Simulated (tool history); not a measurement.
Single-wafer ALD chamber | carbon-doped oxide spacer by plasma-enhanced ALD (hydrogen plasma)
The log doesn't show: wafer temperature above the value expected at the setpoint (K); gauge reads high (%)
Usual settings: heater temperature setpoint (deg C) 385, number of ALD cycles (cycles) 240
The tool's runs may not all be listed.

run	hour	heater temperature setpoint (deg C)	number of ALD cycles (cycles)	wafers since the last listed run	hours since the last thermocouple change	hours since the gauge calibration	read-back reference wafer on the same gauge, thickness_nm	mean film thickness on the monitor wafer (nm)
1	0	385	240	0	676.5	565.1	12.027	10.863
2	56.5	385	240	94	733	621.6	12.038	10.848
3	183.5	385	240	212	860	748.6	12.035	10.916
4	231.3	385	240	79	907.8	796.4	12.049	10.869
5	260.8	385	240	49	937.3	825.9	12.05	10.879
6	295.5	385	240	58	972	860.6	12.047	10.963
7	364.1	385	240	114	1040.6	929.2	12.06	10.922
8	409.1	385	240	75	1085.6	974.2	12.062	10.913
9	463.5	385	240	91	1140	1028.6	12.071	10.929
10	528.8	385	240	109	1205.3	1093.9	12.078	10.992
11	565.9	380	240	62	1242.4	1131	12.071	10.993
12	593.2	380	240	45	1269.7	1158.3	12.083	10.955
13	628.4	380	240	58	1304.9	1193.5	12.087	10.965
14	665.3	379	240	61	1341.8	1230.4	12.09	10.977
15	713.8	385	240	81	1390.3	1278.9	12.097	10.979
16	748.5	385	240	58	1425	1313.6	12.099	10.945
17	787.5	385	240	65	1464	1352.6	12.108	10.958
18	858.1	385	240	118	1534.6	1423.2	12.113	10.985
# hour 931.3: thermocouple changed; heater temperature recalibrated
19	931.8	385	240	109	0.5	1496.9	12.129	11.034
20	991.1	385	240	99	59.8	1556.2	12.141	11.013
21	1050.7	385	240	99	119.4	1615.8	12.147	11.003
22	1091.3	385	257	67	160	1656.4	12.151	11.827
23	1153.1	385	240	103	221.8	1718.2	12.169	11
24	1210.6	397	221	96	279.3	1775.7	12.172	10.149
25	1273.6	379	219	105	342.3	1838.7	12.187	10.098
26	1304.7	379	205	52	373.4	1869.8	12.194	9.434
27	1362.7	395	271	97	431.4	1927.8	12.202	12.484
28	1393.7	385	240	51	462.4	1958.8	12.209	11.053
29	1437.5	385	240	73	506.2	2002.6	12.216	11.082
30	1490	378	268	87	558.7	2055.1	12.232	12.345
31	1519.6	385	280	49	588.3	2084.7	12.233	12.964
# hour 1562.7: gauge calibrated
32	1580.7	396	216	102	649.4	18	12.005	9.798
33	1616.3	396	267	59	685	53.6	12.01	12.143
34	1685.4	385	277	115	754.1	122.7	12.005	12.554
35	1757.4	370	240	120	826.1	194.7	12.012	10.853
36	1801.2	385	240	73	869.9	238.5	12.018	10.877
37	1900.4	380	211	166	969.1	337.7	12.019	9.564
38	1930.7	372	278	50	999.4	368	12.012	12.628
39	2002.4	375	216	119	1071.1	439.7	12.02	9.824
40	2044.2	390	240	69	1112.9	481.5	12.027	10.918
41	2087.2	396	204	71	1155.9	524.5	12.022	9.246
42	2151.4	394	283	107	1220.1	588.7	12.023	12.891
43	2178	397	227	44	1246.7	615.3	12.028	10.34
44	2209	385	273	51	1277.7	646.3	12.032	12.408
45	2233.9	396	204	41	1302.6	671.2	12.036	9.259

Forecast each of these 5 alternatives for the next run:
A	2234.7	372	240	1	1303.4	672	?	?
B	2234.7	389	240	1	1303.4	672	?	?
C	2234.7	396	240	1	1303.4	672	?	?
D	2234.7	375	252	1	1303.4	672	?	?
E	2234.7	385	287	1	1303.4	672	?	?

run	read-back reference wafer on the same gauge, thickness_nm	mean film thickness on the monitor wafer (nm)
A	12.03	10.949
B	12.03	10.949
C	12.03	10.949
D	12.03	11.497
E	12.03	13.094
Without the tool's hidden state the same runs would have given:
run	mean film thickness on the monitor wafer (nm)
A	10.92
B	10.92
C	10.92
D	11.466
E	13.058

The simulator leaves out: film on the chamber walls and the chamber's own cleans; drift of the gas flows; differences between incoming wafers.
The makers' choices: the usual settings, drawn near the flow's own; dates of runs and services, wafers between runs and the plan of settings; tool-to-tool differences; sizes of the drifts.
